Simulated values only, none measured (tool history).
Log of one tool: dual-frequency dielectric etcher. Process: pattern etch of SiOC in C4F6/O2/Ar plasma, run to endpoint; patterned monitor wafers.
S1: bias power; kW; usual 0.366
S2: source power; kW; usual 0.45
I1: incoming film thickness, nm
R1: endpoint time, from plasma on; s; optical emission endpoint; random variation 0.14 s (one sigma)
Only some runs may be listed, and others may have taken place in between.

run,hour,S1,S2,I1,R1
1,0,0.366,0.51,51.9,18.8
2,7.4,0.298,0.45,51.8,20.6
3,23.8,0.366,0.45,51.8,19.6
4,41.3,0.366,0.45,51.2,19.4
5,54.2,0.388,0.41,51.4,20
6,68,0.388,0.41,51.5,20
7,82.2,0.388,0.41,52.3,20.3
# hour 106.3: upper electrode replaced
# hour 109.5: bias power generator calibrated
8,110,0.366,0.45,51.9,19.8
9,110.4,0.366,0.45,51.7,19.5
10,151.1,0.366,0.45,51.5,19.5
11,163.3,0.366,0.45,51.1,19.4
12,170.5,0.366,0.45,51.6,19.4
# hour 206.9: wet clean of the chamber
13,207.4,0.366,0.45,52,19.6
14,207.7,0.366,0.45,51.6,19.6
15,217,0.394,0.49,51.7,18.1
16,223,0.312,0.34,51.8,23.3
17,232.6,0.415,0.55,52.1,17.4
18,242.4,0.366,0.45,51.3,19.5
19,256.3,0.277,0.39,51.3,22.2
20,274,0.366,0.45,52.1,19.7
21,286.6,0.327,0.55,51.2,18.2
22,328.9,0.29,0.36,52,23.4
23,339.2,0.421,0.53,51.5,17.1
# hour 344.2: source power generator calibrated
24,346.7,0.274,0.45,51.8,21.1
25,357,0.453,0.52,52.5,17.4
26,369.9,0.366,0.53,51.6,17.8
27,384.4,0.333,0.36,51.2,21.9
28,401.9,0.446,0.45,52.1,18.4
29,416,0.366,0.45,51.6,19.7
30,431.1,0.391,0.55,51.5,17.5
31,441.4,0.366,0.45,52.2,19.8
32,457.8,0.366,0.45,51.1,19
33,473.1,0.439,0.52,51.7,17.4
34,494.4,0.413,0.34,51.6,21.5
35,501.1,0.319,0.35,52,22.7
36,517,0.321,0.4,51.8,21.2

For each run, what was the tool's unlogged condition?
etch rate over this chamber's usual, %: 0, the same for each run
bias power that arrives over what is set, %: 0, the same for each run
source power that arrives over what is set, %: 0, the same for each run
